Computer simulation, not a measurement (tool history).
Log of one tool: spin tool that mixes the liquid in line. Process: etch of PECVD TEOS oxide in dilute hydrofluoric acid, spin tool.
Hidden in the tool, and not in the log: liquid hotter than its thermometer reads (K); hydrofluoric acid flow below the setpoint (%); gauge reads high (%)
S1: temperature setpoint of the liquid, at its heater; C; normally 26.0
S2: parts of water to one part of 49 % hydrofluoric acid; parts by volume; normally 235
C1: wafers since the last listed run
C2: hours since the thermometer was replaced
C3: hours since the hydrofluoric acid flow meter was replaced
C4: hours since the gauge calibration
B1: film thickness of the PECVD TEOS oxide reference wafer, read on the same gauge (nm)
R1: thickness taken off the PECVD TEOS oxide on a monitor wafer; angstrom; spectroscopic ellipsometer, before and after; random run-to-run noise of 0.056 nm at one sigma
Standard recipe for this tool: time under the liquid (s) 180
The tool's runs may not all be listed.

Run 1, hour 0.0: usual settings; C1 0; C2 1349.5; C3 169.6; C4 1013.6; B1 30.01. Result: R1 101.6 angstrom.
Run 2, hour 32.2: usual settings but S2 300 parts by volume; C1 249; C2 1381.7; C3 201.8; C4 1045.8; B1 29.99. Result: R1 74.6 angstrom.
Run 3, hour 64.2: usual settings but S2 300 parts by volume; C1 247; C2 1413.7; C3 233.8; C4 1077.8; B1 29.99. Result: R1 73.7 angstrom.
At hour 148.2: thermometer replaced.
Run 4, hour 160.7: usual settings but S2 300 parts by volume; C1 738; C2 12.5; C3 330.3; C4 1174.3; B1 29.99. Result: R1 70.8 angstrom.
Run 5, hour 191.7: usual settings but time under the liquid (s) 145; C1 239; C2 43.5; C3 361.3; C4 1205.3; B1 30.01. Result: R1 79.0 angstrom.
Run 6, hour 220.3: usual settings but time under the liquid (s) 145; C1 221; C2 72.1; C3 389.9; C4 1233.9; B1 30.00. Result: R1 78.9 angstrom.
Run 7, hour 232.8: usual settings but time under the liquid (s) 145; C1 96; C2 84.6; C3 402.4; C4 1246.4; B1 30.02. Result: R1 78.9 angstrom.
Run 8, hour 250.7: usual settings but S2 315 parts by volume; C1 138; C2 102.5; C3 420.3; C4 1264.3; B1 30.02. Result: R1 66.7 angstrom.
Run 9, hour 264.4: usual settings but S2 315 parts by volume; C1 106; C2 116.2; C3 434.0; C4 1278.0; B1 29.99. Result: R1 66.3 angstrom.
Run 10, hour 356.0: usual settings but S2 290 parts by volume, time under the liquid (s) 95; C1 708; C2 207.8; C3 525.6; C4 1369.6; B1 30.00. Result: R1 38.8 angstrom.
Run 11, hour 388.8: usual settings; C1 253; C2 240.6; C3 558.4; C4 1402.4; B1 30.03. Result: R1 97.6 angstrom.
Run 12, hour 421.4: usual settings but time under the liquid (s) 110; C1 252; C2 273.2; C3 591.0; C4 1435.0; B1 30.01. Result: R1 58.4 angstrom.
Run 13, hour 436.3: usual settings but S2 330 parts by volume, time under the liquid (s) 145; C1 115; C2 288.1; C3 605.9; C4 1449.9; B1 30.00. Result: R1 50.2 angstrom.
Run 14, hour 449.5: usual settings but S1 29.0 C, S2 340 parts by volume, time under the liquid (s) 150; C1 102; C2 301.3; C3 619.1; C4 1463.1; B1 30.01. Result: R1 54.8 angstrom.
Run 15, hour 467.7: usual settings but S2 140 parts by volume; C1 140; C2 319.5; C3 637.3; C4 1481.3; B1 30.00. Result: R1 179.6 angstrom.
At hour 491.3: hydrofluoric acid flow meter replaced.
Run 16, hour 545.4: usual settings but S1 24.5 C, S2 325 parts by volume, time under the liquid (s) 150; C1 593; C2 397.2; C3 54.1; C4 1559.0; B1 29.98. Result: R1 52.4 angstrom.
Run 17, hour 575.1: usual settings; C1 229; C2 426.9; C3 83.8; C4 1588.7; B1 30.01. Result: R1 101.1 angstrom.
Run 18, hour 589.2: usual settings but S1 23.0 C, S2 175 parts by volume, time under the liquid (s) 105; C1 109; C2 441.0; C3 97.9; C4 1602.8; B1 30.00. Result: R1 75.2 angstrom.
Run 19, hour 605.1: usual settings but time under the liquid (s) 250; C1 123; C2 456.9; C3 113.8; C4 1618.7; B1 30.00. Result: R1 139.7 angstrom.
At hour 630.9: gauge calibrated.
Run 20, hour 633.8: usual settings but S1 29.0 C; C1 222; C2 485.6; C3 142.5; C4 2.9; B1 29.98. Result: R1 110.9 angstrom.
Run 21, hour 651.6: usual settings; C1 137; C2 503.4; C3 160.3; C4 20.7; B1 30.00. Result: R1 100.1 angstrom.
Run 22, hour 667.9: usual settings but S1 29.5 C, time under the liquid (s) 290; C1 126; C2 519.7; C3 176.6; C4 37.0; B1 30.00. Result: R1 180.6 angstrom.
Run 23, hour 698.3: usual settings; C1 235; C2 550.1; C3 207.0; C4 67.4; B1 30.01. Result: R1 99.5 angstrom.
Run 24, hour 713.1: usual settings; C1 114; C2 564.9; C3 221.8; C4 82.2; B1 29.98. Result: R1 99.9 angstrom.
Run 25, hour 734.9: usual settings but S1 24.0 C, S2 155 parts by volume, time under the liquid (s) 240; C1 168; C2 586.7; C3 243.6; C4 104.0; B1 30.02. Result: R1 205.9 angstrom.
Run 26, hour 762.2: usual settings but S1 24.5 C, S2 325 parts by volume, time under the liquid (s) 270; C1 211; C2 614.0; C3 270.9; C4 131.3; B1 30.00. Result: R1 93.0 angstrom.
Run 27, hour 784.1: usual settings but S2 185 parts by volume, time under the liquid (s) 90; C1 169; C2 635.9; C3 292.8; C4 153.2; B1 30.00. Result: R1 66.5 angstrom.
Run 28, hour 804.7: usual settings but S2 140 parts by volume; C1 159; C2 656.5; C3 313.4; C4 173.8; B1 30.00. Result: R1 188.0 angstrom.
Run 29, hour 837.2: usual settings; C1 251; C2 689.0; C3 345.9; C4 206.3; B1 30.01. Result: R1 98.4 angstrom.
Run 30, hour 859.4: usual settings but S1 29.0 C, S2 180 parts by volume, time under the liquid (s) 265; C1 171; C2 711.2; C3 368.1; C4 228.5; B1 29.99. Result: R1 224.6 angstrom.
Run 31, hour 893.0: usual settings; C1 260; C2 744.8; C3 401.7; C4 262.1; B1 30.00. Result: R1 99.2 angstrom.
Run 32, hour 909.8: usual settings but S1 27.5 C, S2 190 parts by volume; C1 130; C2 761.6; C3 418.5; C4 278.9; B1 29.97. Result: R1 135.3 angstrom.
Run 33, hour 935.4: usual settings; C1 198; C2 787.2; C3 444.1; C4 304.5; B1 30.00. Result: R1 97.2 angstrom.
Run 34, hour 966.7: usual settings but S1 29.5 C, S2 345 parts by volume; C1 242; C2 818.5; C3 475.4; C4 335.8; B1 30.01. Result: R1 67.4 angstrom.

Measured result minus the same run's result without the hidden state. Both carry the same run-to-run variation, though not necessarily the same gauge scatter:
run    R1
  1  +2.3
  2  +1.5
  3  +1.4
  4  -1.3
  5  -1.4
  6  -1.5
  7  -1.5
  8  -1.4
  9  -1.5
 10  -1.0
 11  -2.4
 12  -1.6
 13  -1.4
 14  -1.6
 15  -4.3
 16  +0.3
 17  +0.5
 18  +0.5
 19  +0.7
 20  +0.3
 21  +0.3
 22  +0.3
 23  +0.2
 24  +0.2
 25  +0.5
 26  -0.2
 27  +0.0
 28  +0.1
 29  -0.2
 30  -0.6
 31  -0.4
 32  -0.6
 33  -0.6
 34  -0.8
